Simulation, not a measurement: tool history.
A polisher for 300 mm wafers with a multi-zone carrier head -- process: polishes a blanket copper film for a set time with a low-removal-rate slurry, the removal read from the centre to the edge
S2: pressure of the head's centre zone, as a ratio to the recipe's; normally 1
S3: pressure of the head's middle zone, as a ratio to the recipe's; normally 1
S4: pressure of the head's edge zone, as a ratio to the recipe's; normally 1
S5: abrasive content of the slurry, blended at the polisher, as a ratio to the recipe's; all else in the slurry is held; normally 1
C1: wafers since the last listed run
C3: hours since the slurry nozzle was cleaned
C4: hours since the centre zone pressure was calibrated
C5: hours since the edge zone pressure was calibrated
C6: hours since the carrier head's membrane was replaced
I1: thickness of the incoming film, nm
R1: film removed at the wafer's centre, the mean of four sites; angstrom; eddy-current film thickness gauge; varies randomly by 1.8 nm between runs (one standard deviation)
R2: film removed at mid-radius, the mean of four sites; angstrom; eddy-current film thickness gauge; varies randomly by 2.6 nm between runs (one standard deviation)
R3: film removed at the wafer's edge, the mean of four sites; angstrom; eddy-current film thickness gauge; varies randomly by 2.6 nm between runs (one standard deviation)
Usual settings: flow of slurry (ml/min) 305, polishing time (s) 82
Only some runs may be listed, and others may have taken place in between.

run 1 day=0 | flow_of_slurry_(ml/min)=305 S2=1 S3=1.12 S4=1 S5=1.1 polishing_time_(s)=82 | C1=0 wafers_polished_on_this_pad=1047 C3=537 C4=978.1 C5=387 C6=1588.5 | I1=988.9 | R1=2523 R2=2751 R3=2464
-- day=0.192 centre zone pressure recalibrated
run 2 day=1.917 | flow_of_slurry_(ml/min)=305 S2=1 S3=1 S4=1 S5=1 polishing_time_(s)=82 | C1=492 wafers_polished_on_this_pad=1539 C3=583 C4=41.4 C5=433 C6=1634.5 | I1=1001.8 | R1=2441 R2=2483 R3=2400
run 3 day=3.667 | flow_of_slurry_(ml/min)=340 S2=0.89 S3=1 S4=1.06 S5=1 polishing_time_(s)=82 | C1=470 wafers_polished_on_this_pad=2010 C3=625 C4=83.4 C5=475 C6=1676.5 | I1=1007.5 | R1=2180 R2=2506 R3=2475
-- day=5.317 slurry nozzle cleaned
run 4 day=7.292 | flow_of_slurry_(ml/min)=305 S2=1.04 S3=1 S4=1 S5=1 polishing_time_(s)=82 | C1=963 wafers_polished_on_this_pad=2973 C3=47.4 C4=170.4 C5=562 C6=1763.5 | I1=1022.1 | R1=2504 R2=2478 R3=2395
run 5 day=9.204 | flow_of_slurry_(ml/min)=305 S2=1.04 S3=1 S4=1 S5=1 polishing_time_(s)=82 | C1=514 wafers_polished_on_this_pad=3487 C3=93.3 C4=216.3 C5=607.9 C6=1809.4 | I1=1030.3 | R1=2523 R2=2395 R3=2348
run 6 day=10.517 | flow_of_slurry_(ml/min)=305 S2=1 S3=1 S4=1 S5=0.75 polishing_time_(s)=82 | C1=352 wafers_polished_on_this_pad=3840 C3=124.8 C4=247.8 C5=639.4 C6=1840.9 | I1=1017.3 | R1=2216 R2=2219 R3=2126
run 7 day=11.604 | flow_of_slurry_(ml/min)=205 S2=1 S3=1 S4=0.95 S5=1.25 polishing_time_(s)=82 | C1=292 wafers_polished_on_this_pad=4132 C3=150.9 C4=273.9 C5=665.5 C6=1867 | I1=1016.6 | R1=2444 R2=2473 R3=2396
run 8 day=13.35 | flow_of_slurry_(ml/min)=245 S2=1 S3=1.04 S4=1 S5=1 polishing_time_(s)=67 | C1=469 wafers_polished_on_this_pad=4601 C3=192.8 C4=315.8 C5=707.4 C6=1908.9 | I1=1005 | R1=1929 R2=1991 R3=1922
run 9 day=15.321 | flow_of_slurry_(ml/min)=305 S2=0.95 S3=0.93 S4=1 S5=1 polishing_time_(s)=82 | C1=529 wafers_polished_on_this_pad=5131 C3=240.1 C4=363.1 C5=754.7 C6=1956.2 | I1=1021.1 | R1=2279 R2=2308 R3=2375
-- day=15.708 edge zone pressure recalibrated
-- day=18.242 worn pad replaced by a new one
run 10 day=18.262 | flow_of_slurry_(ml/min)=305 S2=1 S3=1 S4=1 S5=1 polishing_time_(s)=82 | C1=723 wafers_polished_on_this_pad=5 C3=310.7 C4=433.7 C5=61.3 C6=2026.8 | I1=1007.1 | R1=2454 R2=2388 R3=2423
run 11 day=23.642 | flow_of_slurry_(ml/min)=305 S2=1 S3=1.09 S4=0.9 S5=1 polishing_time_(s)=82 | C1=1445 wafers_polished_on_this_pad=1450 C3=439.8 C4=562.8 C5=190.4 C6=2155.9 | I1=1011.3 | R1=2443 R2=2606 R3=2336
-- day=25.708 carrier head's membrane replaced by a new one
run 12 day=26.588 | flow_of_slurry_(ml/min)=305 S2=1 S3=1 S4=1.09 S5=0.8 polishing_time_(s)=82 | C1=735 wafers_polished_on_this_pad=2186 C3=510.5 C4=633.5 C5=261.1 C6=21.1 | I1=1017 | R1=2247 R2=2202 R3=2324
run 13 day=28.271 | flow_of_slurry_(ml/min)=305 S2=1 S3=1.1 S4=1 S5=1 polishing_time_(s)=82 | C1=452 wafers_polished_on_this_pad=2639 C3=550.9 C4=673.9 C5=301.5 C6=61.5 | I1=1015.5 | R1=2426 R2=2667 R3=2329
run 14 day=30.154 | flow_of_slurry_(ml/min)=305 S2=1 S3=1 S4=1 S5=1 polishing_time_(s)=82 | C1=506 wafers_polished_on_this_pad=3145 C3=596.1 C4=719.1 C5=346.7 C6=106.7 | I1=1013.3 | R1=2441 R2=2400 R3=2456
run 15 day=32.358 | flow_of_slurry_(ml/min)=305 S2=0.93 S3=1 S4=1 S5=1 polishing_time_(s)=91 | C1=592 wafers_polished_on_this_pad=3737 C3=649 C4=772 C5=399.6 C6=159.6 | I1=1021.7 | R1=2468 R2=2692 R3=2676
run 16 day=35.012 | flow_of_slurry_(ml/min)=305 S2=1 S3=1 S4=1 S5=1 polishing_time_(s)=82 | C1=713 wafers_polished_on_this_pad=4451 C3=712.7 C4=835.7 C5=463.3 C6=223.3 | I1=1015.2 | R1=2438 R2=2490 R3=2395
-- day=35.633 worn pad replaced by a new one
-- day=36.588 slurry nozzle cleaned
run 17 day=37.3 | flow_of_slurry_(ml/min)=305 S2=1 S3=1 S4=1 S5=1 polishing_time_(s)=82 | C1=558 wafers_polished_on_this_pad=436 C3=17.1 C4=890.6 C5=518.2 C6=278.2 | I1=1014.2 | R1=2432 R2=2437 R3=2448
-- day=39.504 centre zone pressure recalibrated
run 18 day=39.954 | flow_of_slurry_(ml/min)=210 S2=1 S3=1.04 S4=1.05 S5=1.15 polishing_time_(s)=82 | C1=690 wafers_polished_on_this_pad=1127 C3=80.8 C4=10.8 C5=581.9 C6=341.9 | I1=1003.4 | R1=2395 R2=2546 R3=2503
run 19 day=42.717 | flow_of_slurry_(ml/min)=340 S2=1 S3=1.04 S4=1.06 S5=1.25 polishing_time_(s)=82 | C1=742 wafers_polished_on_this_pad=1869 C3=147.1 C4=77.1 C5=648.2 C6=408.2 | I1=1005.9 | R1=2606 R2=2780 R3=2594
-- day=42.85 edge zone pressure recalibrated
run 20 day=45.217 | flow_of_slurry_(ml/min)=305 S2=1 S3=1 S4=1 S5=0.8 polishing_time_(s)=55 | C1=649 wafers_polished_on_this_pad=2519 C3=207.1 C4=137.1 C5=56.8 C6=468.2 | I1=1017.7 | R1=1509 R2=1492 R3=1497
run 21 day=46.9 | flow_of_slurry_(ml/min)=335 S2=1 S3=1 S4=1 S5=1 polishing_time_(s)=82 | C1=452 wafers_polished_on_this_pad=2971 C3=247.5 C4=177.5 C5=97.2 C6=508.6 | I1=993.5 | R1=2408 R2=2453 R3=2382

Below are 4 alternative next runs, each starting from the tool's condition after run 21. Predict each:
run A day=46.917 | flow_of_slurry_(ml/min)=305 S2=1 S3=1 S4=1 S5=1 polishing_time_(s)=82 | C1=4 wafers_polished_on_this_pad=2976 C3=247.9 C4=177.9 C5=97.6 C6=509 | I1=1020.5 | R1=? R2=? R3=?
run B day=46.917 | flow_of_slurry_(ml/min)=305 S2=1 S3=1.08 S4=1 S5=1 polishing_time_(s)=93 | C1=4 wafers_polished_on_this_pad=2976 C3=247.9 C4=177.9 C5=97.6 C6=509 | I1=1020.5 | R1=? R2=? R3=?
run C day=46.917 | flow_of_slurry_(ml/min)=305 S2=1 S3=0.89 S4=1 S5=1 polishing_time_(s)=82 | C1=4 wafers_polished_on_this_pad=2976 C3=247.9 C4=177.9 C5=97.6 C6=509 | I1=1020.5 | R1=? R2=? R3=?
run D day=46.917 | flow_of_slurry_(ml/min)=305 S2=1 S3=1.11 S4=0.94 S5=1 polishing_time_(s)=68 | C1=4 wafers_polished_on_this_pad=2976 C3=247.9 C4=177.9 C5=97.6 C6=509 | I1=1020.5 | R1=? R2=? R3=?

run=A R1=2395 R2=2415 R3=2383
run=B R1=2718 R2=2924 R3=2700
run=C R1=2393 R2=2191 R3=2387
run=D R1=1988 R2=2189 R3=1916
Had the tool no hidden state, the same runs would have come out as:
run=A R1=2395 R2=2415 R3=2383
run=B R1=2718 R2=2924 R3=2700
run=C R1=2393 R2=2191 R3=2387
run=D R1=1988 R2=2189 R3=1916
